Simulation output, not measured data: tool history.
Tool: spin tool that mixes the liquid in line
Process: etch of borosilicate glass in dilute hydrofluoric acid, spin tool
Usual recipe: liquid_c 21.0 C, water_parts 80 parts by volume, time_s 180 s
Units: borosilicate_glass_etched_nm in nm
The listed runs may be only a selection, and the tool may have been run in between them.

run    hour  liquid_c  water_parts  time_s  read-back film thickness of the borosilicate glass reference wafer, read on the same gauge (nm)  borosilicate_glass_etched_nm
  1     0.0      21.0           80     180                                                                                            99.98                         43.57
       43.9  -- hydrofluoric acid flow meter replaced
  2    46.7      21.0           80     180                                                                                            99.98                         45.62
  3   110.0      21.0           80     180                                                                                            99.97                         45.75
  4   137.7      19.5           80     215                                                                                           100.03                         51.46
  5   199.8      22.0           80     215                                                                                           100.02                         56.46
  6   228.7      22.0           80     215                                                                                           100.02                         56.59
  7   314.7      22.0           80     215                                                                                           100.03                         56.46
  8   373.5      21.0           80     180                                                                                            99.97                         45.22
  9   401.8      21.0           80     180                                                                                           100.02                         45.20
      432.0  -- gauge calibrated
 10   458.1      21.0           80     180                                                                                           100.03                         44.93
 11   484.8      21.0           80     180                                                                                           100.00                         44.90
 12   524.6      21.0           80     180                                                                                           100.04                         44.90
 13   586.9      21.0           80     180                                                                                            99.99                         44.82
      613.8  -- thermometer replaced
 14   648.5      21.0           80     180                                                                                           100.02                         44.67
 15   680.5      21.0           80     180                                                                                           100.04                         44.56
 16   749.9      26.0           40     145                                                                                           100.02                         92.87
 17   797.3      21.0           55     180                                                                                           100.00                         66.62
 18   849.5      26.0           95     245                                                                                           100.00                         60.92
 19   915.7      21.0           80     180                                                                                           100.01                         44.03
 20   957.7      21.0           80     180                                                                                           100.01                         44.16
 21  1023.2      21.0           65      75                                                                                           100.01                         23.02
 22  1090.5      24.0          100     230                                                                                           100.00                         49.55
 23  1130.1      21.0           80     100                                                                                            99.97                         24.47
     1146.0  -- hydrofluoric acid flow meter replaced
 24  1190.1      17.0           80     180                                                                                            99.98                         38.58
 25  1254.6      19.0           80     180                                                                                            99.99                         41.99
 26  1289.9      21.0           80     180                                                                                            99.99                         45.19
 27  1341.8      21.0           90     180                                                                                            99.99                         39.71
 28  1406.8      25.5          100     125                                                                                           100.00                         29.19
 29  1453.0      17.0           95     250                                                                                           100.02                         43.55
 30  1500.9      25.5          100     125                                                                                           100.03                         29.21
 31  1554.6      21.0          110     260                                                                                           100.03                         45.49
 32  1610.2      24.5           80     265                                                                                            99.99                         75.88
 33  1659.8      21.0           60     265                                                                                            99.99                         89.71
 34  1688.4      17.0           65     220                                                                                            99.99                         57.87

Here are 3 independent what-if runs from the current tool condition. What would each one return?
  A  1688.9      21.0           80     180                                                                                                ?                             ?
  B  1688.9      18.5           80     225                                                                                                ?                             ?
  C  1688.9      21.0           70     180                                                                                                ?                             ?

run  read-back film thickness of the borosilicate glass reference wafer, read on the same gauge (nm)  borosilicate_glass_etched_nm
  A                                                                                           100.02                         44.69
  B                                                                                           100.02                         50.34
  C                                                                                           100.02                         51.70
Without the tool's hidden state the same runs would have given:
run  borosilicate_glass_etched_nm
  A                         45.76
  B                         51.54
  C                         52.93
